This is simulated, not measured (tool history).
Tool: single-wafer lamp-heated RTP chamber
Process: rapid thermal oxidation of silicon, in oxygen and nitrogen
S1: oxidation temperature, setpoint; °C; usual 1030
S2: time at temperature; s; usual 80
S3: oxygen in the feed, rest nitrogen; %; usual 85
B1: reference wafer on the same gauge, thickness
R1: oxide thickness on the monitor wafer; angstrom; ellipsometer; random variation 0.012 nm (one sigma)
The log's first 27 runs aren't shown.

{"run": 28, "hour": 2355.1, "S1": 1014, "S2": 54, "S3": 98, "B1": 7.825, "R1": 64.9}
{"run": 29, "hour": 2450.6, "S1": 1045, "S2": 47, "S3": 85, "B1": 7.829, "R1": 72.26}
{"run": 30, "hour": 2541.0, "S1": 1030, "S2": 57, "S3": 93, "B1": 7.832, "R1": 73.22}
{"run": 31, "hour": 2637.7, "S1": 1046, "S2": 103, "S3": 59, "B1": 7.831, "R1": 90.51}
{"run": 32, "hour": 2708.5, "S1": 1047, "S2": 55, "S3": 97, "B1": 7.833, "R1": 82.37}
{"hour": 2772.6, "done": "pyrometer window cleaned and pyrometer calibrated"}
{"run": 33, "hour": 2777.3, "S1": 1003, "S2": 80, "S3": 95, "B1": 7.827, "R1": 69.79}
{"run": 34, "hour": 2827.6, "S1": 1018, "S2": 54, "S3": 93, "B1": 7.833, "R1": 65.24}
{"run": 35, "hour": 2920.6, "S1": 1059, "S2": 80, "S3": 63, "B1": 7.828, "R1": 90.22}
{"run": 36, "hour": 2971.7, "S1": 1030, "S2": 80, "S3": 63, "B1": 7.826, "R1": 74.03}
{"run": 37, "hour": 3022.7, "S1": 1003, "S2": 95, "S3": 85, "B1": 7.833, "R1": 73.3}
{"run": 38, "hour": 3113.0, "S1": 1009, "S2": 116, "S3": 98, "B1": 7.829, "R1": 88.31}

4 ways to go on from here, each from the tool as it stands after run 38. What would each give?
{"run": "A", "hour": 3113.5, "S1": 1030, "S2": 80, "S3": 77, "B1": "?", "R1": "?"}
{"run": "B", "hour": 3113.5, "S1": 1040, "S2": 96, "S3": 65, "B1": "?", "R1": "?"}
{"run": "C", "hour": 3113.5, "S1": 1006, "S2": 107, "S3": 85, "B1": "?", "R1": "?"}
{"run": "D", "hour": 3113.5, "S1": 1022, "S2": 80, "S3": 68, "B1": "?", "R1": "?"}

run=A B1=7.833 R1=79.66
run=B B1=7.833 R1=87.32
run=C B1=7.833 R1=79.18
run=D B1=7.833 R1=72.01
Without the tool's hidden state the same runs would have given:
run=A R1=78.88
run=B R1=86.49
run=C R1=78.38
run=D R1=71.31

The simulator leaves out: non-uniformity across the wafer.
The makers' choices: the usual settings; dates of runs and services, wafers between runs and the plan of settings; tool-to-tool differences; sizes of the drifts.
